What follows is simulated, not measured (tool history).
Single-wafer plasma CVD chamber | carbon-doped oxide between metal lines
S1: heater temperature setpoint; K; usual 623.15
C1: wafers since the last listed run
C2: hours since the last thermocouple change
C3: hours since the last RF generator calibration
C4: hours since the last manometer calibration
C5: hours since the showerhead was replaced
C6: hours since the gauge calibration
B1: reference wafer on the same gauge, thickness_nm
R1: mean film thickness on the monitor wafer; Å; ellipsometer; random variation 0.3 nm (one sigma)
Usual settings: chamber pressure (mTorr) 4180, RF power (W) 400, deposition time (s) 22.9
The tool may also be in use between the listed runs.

{"run": 1, "hour": 0.0, "S1": 623.15, "chamber pressure (mTorr)": 4180, "RF power (W)": 400, "deposition time (s)": 22.9, "C1": 0, "C2": 1924.6, "C3": 709.8, "C4": 538.4, "C5": 4912.6, "C6": 1252.2, "B1": 120.708, "R1": 1086.65}
{"run": 2, "hour": 34.4, "S1": 623.15, "chamber pressure (mTorr)": 4180, "RF power (W)": 400, "deposition time (s)": 22.9, "C1": 908, "C2": 1959, "C3": 744.2, "C4": 572.8, "C5": 4947, "C6": 1286.6, "B1": 120.668, "R1": 1084.15}
{"run": 3, "hour": 75.5, "S1": 623.15, "chamber pressure (mTorr)": 4180, "RF power (W)": 400, "deposition time (s)": 22.9, "C1": 1084, "C2": 2000.1, "C3": 785.3, "C4": 613.9, "C5": 4988.1, "C6": 1327.7, "B1": 120.488, "R1": 1083.18}
{"run": 4, "hour": 106.8, "S1": 623.15, "chamber pressure (mTorr)": 4180, "RF power (W)": 440, "deposition time (s)": 22.9, "C1": 826, "C2": 2031.4, "C3": 816.6, "C4": 645.2, "C5": 5019.4, "C6": 1359, "B1": 120.519, "R1": 1147.33}
{"run": 5, "hour": 153.8, "S1": 623.15, "chamber pressure (mTorr)": 4180, "RF power (W)": 455, "deposition time (s)": 22.9, "C1": 1240, "C2": 2078.4, "C3": 863.6, "C4": 692.2, "C5": 5066.4, "C6": 1406, "B1": 120.37, "R1": 1167.08}
{"run": 6, "hour": 196.0, "S1": 623.15, "chamber pressure (mTorr)": 4180, "RF power (W)": 455, "deposition time (s)": 22.9, "C1": 1113, "C2": 2120.6, "C3": 905.8, "C4": 734.4, "C5": 5108.6, "C6": 1448.2, "B1": 120.25, "R1": 1162.13}
{"run": 7, "hour": 220.2, "S1": 623.15, "chamber pressure (mTorr)": 4180, "RF power (W)": 365, "deposition time (s)": 20.2, "C1": 638, "C2": 2144.8, "C3": 930, "C4": 758.6, "C5": 5132.8, "C6": 1472.4, "B1": 120.13, "R1": 908.29}
{"hour": 262.1, "done": "gauge calibrated"}
{"run": 8, "hour": 279.2, "S1": 623.15, "chamber pressure (mTorr)": 4180, "RF power (W)": 365, "deposition time (s)": 20.2, "C1": 1557, "C2": 2203.8, "C3": 989, "C4": 817.6, "C5": 5191.8, "C6": 17.1, "B1": 124.489, "R1": 942.52}
{"run": 9, "hour": 308.8, "S1": 623.15, "chamber pressure (mTorr)": 4180, "RF power (W)": 365, "deposition time (s)": 20.2, "C1": 781, "C2": 2233.4, "C3": 1018.6, "C4": 847.2, "C5": 5221.4, "C6": 46.7, "B1": 124.466, "R1": 939.12}
{"run": 10, "hour": 378.4, "S1": 623.15, "chamber pressure (mTorr)": 4180, "RF power (W)": 400, "deposition time (s)": 22.9, "C1": 1837, "C2": 2303, "C3": 1088.2, "C4": 916.8, "C5": 5291, "C6": 116.3, "B1": 124.312, "R1": 1117.66}
{"hour": 387.9, "done": "showerhead replaced"}
{"run": 11, "hour": 427.1, "S1": 623.15, "chamber pressure (mTorr)": 4180, "RF power (W)": 400, "deposition time (s)": 22.9, "C1": 1074, "C2": 2351.7, "C3": 1136.9, "C4": 965.5, "C5": 39.2, "C6": 165, "B1": 124.163, "R1": 1118}
{"hour": 505.5, "done": "capacitance manometer re-zeroed and calibrated"}
{"run": 12, "hour": 533.0, "S1": 623.15, "chamber pressure (mTorr)": 4480, "RF power (W)": 400, "deposition time (s)": 22.9, "C1": 2584, "C2": 2457.6, "C3": 1242.8, "C4": 27.5, "C5": 145.1, "C6": 270.9, "B1": 123.961, "R1": 1127.95}
{"run": 13, "hour": 576.3, "S1": 623.15, "chamber pressure (mTorr)": 3370, "RF power (W)": 325, "deposition time (s)": 22.9, "C1": 1143, "C2": 2500.9, "C3": 1286.1, "C4": 70.8, "C5": 188.4, "C6": 314.2, "B1": 123.796, "R1": 957.62}
{"run": 14, "hour": 632.0, "S1": 623.15, "chamber pressure (mTorr)": 4180, "RF power (W)": 400, "deposition time (s)": 22.9, "C1": 1470, "C2": 2556.6, "C3": 1341.8, "C4": 126.5, "C5": 244.1, "C6": 369.9, "B1": 123.723, "R1": 1113.84}
{"run": 15, "hour": 668.5, "S1": 623.15, "chamber pressure (mTorr)": 4180, "RF power (W)": 400, "deposition time (s)": 22.9, "C1": 963, "C2": 2593.1, "C3": 1378.3, "C4": 163, "C5": 280.6, "C6": 406.4, "B1": 123.595, "R1": 1111.01}
{"run": 16, "hour": 728.7, "S1": 618.15, "chamber pressure (mTorr)": 3900, "RF power (W)": 400, "deposition time (s)": 22.9, "C1": 1589, "C2": 2653.3, "C3": 1438.5, "C4": 223.2, "C5": 340.8, "C6": 466.6, "B1": 123.483, "R1": 1105.05}
{"hour": 777.7, "done": "thermocouple changed; heater temperature recalibrated"}
{"run": 17, "hour": 796.1, "S1": 623.15, "chamber pressure (mTorr)": 4180, "RF power (W)": 400, "deposition time (s)": 22.9, "C1": 1568, "C2": 18.4, "C3": 1505.9, "C4": 290.6, "C5": 408.2, "C6": 534, "B1": 123.247, "R1": 1106.12}
{"run": 18, "hour": 826.6, "S1": 631.15, "chamber pressure (mTorr)": 5220, "RF power (W)": 400, "deposition time (s)": 22.9, "C1": 805, "C2": 48.9, "C3": 1536.4, "C4": 321.1, "C5": 438.7, "C6": 564.5, "B1": 123.28, "R1": 1135.38}
{"run": 19, "hour": 937.8, "S1": 623.15, "chamber pressure (mTorr)": 3690, "RF power (W)": 355, "deposition time (s)": 20.7, "C1": 2935, "C2": 160.1, "C3": 1647.6, "C4": 432.3, "C5": 549.9, "C6": 675.7, "B1": 122.937, "R1": 916.69}
{"run": 20, "hour": 1002.4, "S1": 623.15, "chamber pressure (mTorr)": 3890, "RF power (W)": 355, "deposition time (s)": 26.5, "C1": 1705, "C2": 224.7, "C3": 1712.2, "C4": 496.9, "C5": 614.5, "C6": 740.3, "B1": 122.697, "R1": 1174.26}
{"hour": 1046.2, "done": "RF generator calibrated"}
{"run": 21, "hour": 1050.5, "S1": 630.15, "chamber pressure (mTorr)": 4180, "RF power (W)": 445, "deposition time (s)": 20.5, "C1": 1058, "C2": 272.8, "C3": 4.3, "C4": 545, "C5": 662.6, "C6": 788.4, "B1": 122.649, "R1": 1031.68}
{"run": 22, "hour": 1105.5, "S1": 609.15, "chamber pressure (mTorr)": 4180, "RF power (W)": 425, "deposition time (s)": 22.9, "C1": 1451, "C2": 327.8, "C3": 59.3, "C4": 600, "C5": 717.6, "C6": 843.4, "B1": 122.45, "R1": 1182.59}
{"run": 23, "hour": 1149.2, "S1": 632.15, "chamber pressure (mTorr)": 4180, "RF power (W)": 400, "deposition time (s)": 20, "C1": 1153, "C2": 371.5, "C3": 103, "C4": 643.7, "C5": 761.3, "C6": 887.1, "B1": 122.408, "R1": 943.95}
{"run": 24, "hour": 1199.4, "S1": 636.15, "chamber pressure (mTorr)": 3900, "RF power (W)": 400, "deposition time (s)": 27.1, "C1": 1325, "C2": 421.7, "C3": 153.2, "C4": 693.9, "C5": 811.5, "C6": 937.3, "B1": 122.212, "R1": 1242.79}
{"run": 25, "hour": 1228.3, "S1": 635.15, "chamber pressure (mTorr)": 3640, "RF power (W)": 470, "deposition time (s)": 27.3, "C1": 762, "C2": 450.6, "C3": 182.1, "C4": 722.8, "C5": 840.4, "C6": 966.2, "B1": 122.078, "R1": 1362.05}
{"run": 26, "hour": 1399.8, "S1": 623.15, "chamber pressure (mTorr)": 4180, "RF power (W)": 430, "deposition time (s)": 20.3, "C1": 4527, "C2": 622.1, "C3": 353.6, "C4": 894.3, "C5": 1011.9, "C6": 1137.7, "B1": 121.734, "R1": 1013.78}
{"run": 27, "hour": 1436.2, "S1": 616.15, "chamber pressure (mTorr)": 4180, "RF power (W)": 325, "deposition time (s)": 22.9, "C1": 960, "C2": 658.5, "C3": 390, "C4": 930.7, "C5": 1048.3, "C6": 1174.1, "B1": 121.643, "R1": 987.71}

Measured less the same run without the tool's hidden state. The same run-to-run variation is in both; the gauge's scatter may not be:
The hidden state here: wafer temperature above the value expected at the setpoint (K); delivered RF power above the setpoint (%); true pressure above the setpoint (%); gauge reads high (%).
run=1 R1=-29.53
run=2 R1=-30.26
run=3 R1=-31.19
run=4 R1=-33.81
run=5 R1=-35.57
run=6 R1=-36.47
run=7 R1=-28.98
run=8 R1=+4.31
run=9 R1=+3.74
run=10 R1=+2.88
run=11 R1=+1.78
run=12 R1=-0.62
run=13 R1=-1.37
run=14 R1=-2.85
run=15 R1=-3.68
run=16 R1=-5.02
run=17 R1=-6.55
run=18 R1=-7.44
run=19 R1=-8.1
run=20 R1=-11.94
run=21 R1=-11.52
run=22 R1=-14.56
run=23 R1=-12.48
run=24 R1=-17.73
run=25 R1=-20.25
run=26 R1=-18.72
run=27 R1=-19

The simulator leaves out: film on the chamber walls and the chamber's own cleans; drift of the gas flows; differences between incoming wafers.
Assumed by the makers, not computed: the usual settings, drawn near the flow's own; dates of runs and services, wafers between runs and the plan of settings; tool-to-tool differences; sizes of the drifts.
